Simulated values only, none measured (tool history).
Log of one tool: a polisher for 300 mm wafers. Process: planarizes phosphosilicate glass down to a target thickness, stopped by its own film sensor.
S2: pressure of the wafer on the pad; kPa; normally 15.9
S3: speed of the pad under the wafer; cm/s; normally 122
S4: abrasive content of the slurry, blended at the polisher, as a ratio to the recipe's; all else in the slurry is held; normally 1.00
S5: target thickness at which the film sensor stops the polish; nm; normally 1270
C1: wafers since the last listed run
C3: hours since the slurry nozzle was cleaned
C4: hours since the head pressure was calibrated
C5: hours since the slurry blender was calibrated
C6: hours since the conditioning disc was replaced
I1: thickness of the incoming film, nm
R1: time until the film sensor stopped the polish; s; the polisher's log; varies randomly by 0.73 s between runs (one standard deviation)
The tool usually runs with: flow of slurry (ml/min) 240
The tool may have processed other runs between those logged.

run 1 hour=0.0 | flow_of_slurry_(ml/min)=240 S2=15.9 S3=122 S4=1.10 S5=1270 | C1=0 wafers_polished_on_this_pad=1242 C3=566.1 C4=568.2 C5=199.1 C6=163.2 | I1=1939.0 | R1=64.0
run 2 hour=33.5 | flow_of_slurry_(ml/min)=240 S2=15.9 S3=122 S4=1.10 S5=1270 | C1=366 wafers_polished_on_this_pad=1608 C3=599.6 C4=601.7 C5=232.6 C6=196.7 | I1=1956.5 | R1=66.9
run 3 hour=89.7 | flow_of_slurry_(ml/min)=240 S2=15.9 S3=122 S4=1.10 S5=1270 | C1=614 wafers_polished_on_this_pad=2223 C3=655.8 C4=657.9 C5=288.8 C6=252.9 | I1=1935.8 | R1=65.4
-- hour=119.8 slurry nozzle cleaned
-- hour=127.4 slurry blender recalibrated
run 4 hour=140.4 | flow_of_slurry_(ml/min)=240 S2=15.9 S3=122 S4=1.00 S5=1270 | C1=521 wafers_polished_on_this_pad=2744 C3=20.6 C4=708.6 C5=13.0 C6=303.6 | I1=1955.2 | R1=71.4
-- hour=149.7 head pressure recalibrated
run 5 hour=166.6 | flow_of_slurry_(ml/min)=240 S2=15.9 S3=122 S4=1.00 S5=1270 | C1=264 wafers_polished_on_this_pad=3009 C3=46.8 C4=16.9 C5=39.2 C6=329.8 | I1=1935.8 | R1=77.1
-- hour=196.4 conditioning disc replaced and pad reconditioned
-- hour=211.1 worn pad replaced by a new one
run 6 hour=227.1 | flow_of_slurry_(ml/min)=240 S2=15.9 S3=122 S4=1.00 S5=1270 | C1=595 wafers_polished_on_this_pad=175 C3=107.3 C4=77.4 C5=99.7 C6=30.7 | I1=1961.5 | R1=74.7
run 7 hour=260.3 | flow_of_slurry_(ml/min)=265 S2=15.9 S3=122 S4=1.00 S5=1106 | C1=362 wafers_polished_on_this_pad=538 C3=140.5 C4=110.6 C5=132.9 C6=63.9 | I1=1969.8 | R1=93.8
run 8 hour=294.6 | flow_of_slurry_(ml/min)=240 S2=15.9 S3=122 S4=1.00 S5=1270 | C1=374 wafers_polished_on_this_pad=913 C3=174.8 C4=144.9 C5=167.2 C6=98.2 | I1=1944.2 | R1=74.3
run 9 hour=329.6 | flow_of_slurry_(ml/min)=240 S2=15.9 S3=122 S4=1.15 S5=1270 | C1=382 wafers_polished_on_this_pad=1295 C3=209.8 C4=179.9 C5=202.2 C6=133.2 | I1=1950.5 | R1=69.1
run 10 hour=461.6 | flow_of_slurry_(ml/min)=240 S2=15.9 S3=122 S4=1.00 S5=1270 | C1=1442 wafers_polished_on_this_pad=2738 C3=341.8 C4=311.9 C5=334.2 C6=265.2 | I1=1935.4 | R1=73.9
-- hour=505.6 slurry blender recalibrated
run 11 hour=527.3 | flow_of_slurry_(ml/min)=240 S2=15.9 S3=122 S4=1.00 S5=1270 | C1=696 wafers_polished_on_this_pad=3434 C3=407.5 C4=377.6 C5=21.7 C6=330.9 | I1=1927.3 | R1=73.0
-- hour=536.2 worn pad replaced by a new one
-- hour=558.2 conditioning disc replaced and pad reconditioned
run 12 hour=574.2 | flow_of_slurry_(ml/min)=240 S2=15.9 S3=122 S4=1.00 S5=1270 | C1=447 wafers_polished_on_this_pad=393 C3=454.4 C4=424.5 C5=68.6 C6=16.0 | I1=1927.8 | R1=67.5

Run 13, settings as shown, results not yet in. Your forecast:
run 13 hour=705.8 | flow_of_slurry_(ml/min)=240 S2=15.9 S3=136 S4=1.00 S5=1270 | C1=1438 wafers_polished_on_this_pad=1832 C3=586.0 C4=556.1 C5=200.2 C6=147.6 | I1=1968.7 | R1=?

Run 13 gave R1 67.2 s.
Take away the tool's hidden state, keep the run-to-run variation as it was, and the same run would have given R1 69.0 s.
